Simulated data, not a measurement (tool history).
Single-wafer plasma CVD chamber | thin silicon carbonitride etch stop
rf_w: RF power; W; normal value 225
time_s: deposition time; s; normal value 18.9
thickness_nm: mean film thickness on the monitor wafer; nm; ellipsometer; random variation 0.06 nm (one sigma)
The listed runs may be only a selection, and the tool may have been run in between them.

run	day	rf_w	time_s	wafers since the last listed run	hours since the last thermocouple change	hours since the last RF generator calibration	hours since the showerhead was replaced	hours since the gauge calibration	read-back reference wafer on the same gauge, thickness_nm	thickness_nm
1	0.000	225	18.9	0	1077.9	9.0	3309.8	447.1	9.205	10.628
2	2.742	200	18.9	3260	1143.7	74.8	3375.6	512.9	9.212	10.205
3	4.804	200	18.9	2452	1193.2	124.3	3425.1	562.4	9.198	10.156
4	7.262	225	18.9	2923	1252.2	183.3	3484.1	621.4	9.206	10.556
5	9.558	240	15.9	2730	1307.3	238.4	3539.2	676.5	9.198	9.094
# day 13.121: thermocouple changed; heater temperature recalibrated
6	20.829	240	15.9	13007	185.0	508.9	3809.7	947.0	9.200	9.007
7	24.150	225	21.6	3949	264.7	588.6	3889.4	1026.7	9.203	12.035
8	27.129	225	21.6	3543	336.2	660.1	3960.9	1098.2	9.201	11.964
9	29.683	225	21.6	3037	397.5	721.4	4022.2	1159.5	9.190	11.967
10	31.367	225	18.9	2001	437.9	761.8	4062.6	1199.9	9.198	10.424
11	34.004	225	18.9	3136	501.2	825.1	4125.9	1263.2	9.187	10.417
12	38.150	225	17.5	4930	600.7	924.6	4225.4	1362.7	9.203	9.660
13	39.950	225	18.9	2140	643.9	967.8	4268.6	1405.9	9.199	10.440
14	44.100	225	18.9	4935	743.5	1067.4	4368.2	1505.5	9.194	10.441
# day 45.154: RF generator calibrated
15	48.117	205	18.9	4380	839.9	71.1	4464.6	1601.9	9.193	9.943
16	51.612	225	18.9	4157	923.8	155.0	4548.5	1685.8	9.189	10.164
17	53.179	250	20.3	1863	961.4	192.6	4586.1	1723.4	9.197	11.453
18	54.904	225	18.9	2051	1002.8	234.0	4627.5	1764.8	9.177	10.346
19	56.458	225	18.9	1848	1040.1	271.3	4664.8	1802.1	9.206	10.317
20	58.112	185	22.2	1967	1079.8	311.0	4704.5	1841.8	9.188	11.230
21	60.779	225	18.9	3171	1143.8	375.0	4768.5	1905.8	9.175	10.220
22	64.675	205	20.2	4633	1237.3	468.5	4862.0	1999.3	9.215	10.597
# day 67.012: RF generator calibrated, repeated, since the last time left the tool worse
23	67.933	225	18.9	3478	1315.5	22.1	4940.2	2077.5	9.194	10.659
# day 68.567: gauge calibrated
24	70.662	225	15.8	3245	1381.0	87.6	5005.7	50.3	9.207	8.779
# day 72.462: thermocouple changed; heater temperature recalibrated
# day 74.583: showerhead replaced
25	74.988	210	21.9	4350	60.6	191.4	9.7	154.1	9.195	12.003
26	77.779	190	15.4	3320	127.6	258.4	76.7	221.1	9.190	8.128
27	81.388	225	21.6	4291	214.2	345.0	163.3	307.7	9.205	12.165
28	85.808	245	16.8	5257	320.3	451.1	269.4	413.8	9.193	9.683
29	89.204	195	21.0	4038	401.8	532.6	350.9	495.3	9.200	11.245
30	92.142	255	17.6	3493	472.3	603.1	421.4	565.8	9.188	10.333
31	94.692	195	18.9	3032	533.5	664.3	482.6	627.0	9.200	9.991

Take each entry between the runs: how does the hidden state at the last listed run before it differ from the hidden state at the first listed run after it?
From run 5 to run 6: thermocouple changed; heater temperature recalibrated (day 13.121)
  delivered RF power above the setpoint (%): -0.52 -> -1.38
  measured result minus the result with no hidden state, thickness_nm: -0.016 -> -0.044 nm
From run 14 to run 15: RF generator calibrated (day 45.154)
  delivered RF power above the setpoint (%): -5.11 -> -9.26
  measured result minus the result with no hidden state, thickness_nm: -0.196 -> -0.347 nm
From run 22 to run 23: RF generator calibrated, repeated, since the last time left the tool worse (day 67.012)
  delivered RF power above the setpoint (%): -10.2 -> -0.115
  measured result minus the result with no hidden state, thickness_nm: -0.410 -> -0.004 nm
From run 23 to run 24: gauge calibrated (day 68.567)
  delivered RF power above the setpoint (%): -0.115 -> -0.145
  measured result minus the result with no hidden state, thickness_nm: -0.004 -> -0.005 nm
From run 24 to run 25: thermocouple changed; heater temperature recalibrated (day 72.462); showerhead replaced (day 74.583)
  delivered RF power above the setpoint (%): -0.145 -> -0.268
  measured result minus the result with no hidden state, thickness_nm: -0.005 -> -0.011 nm
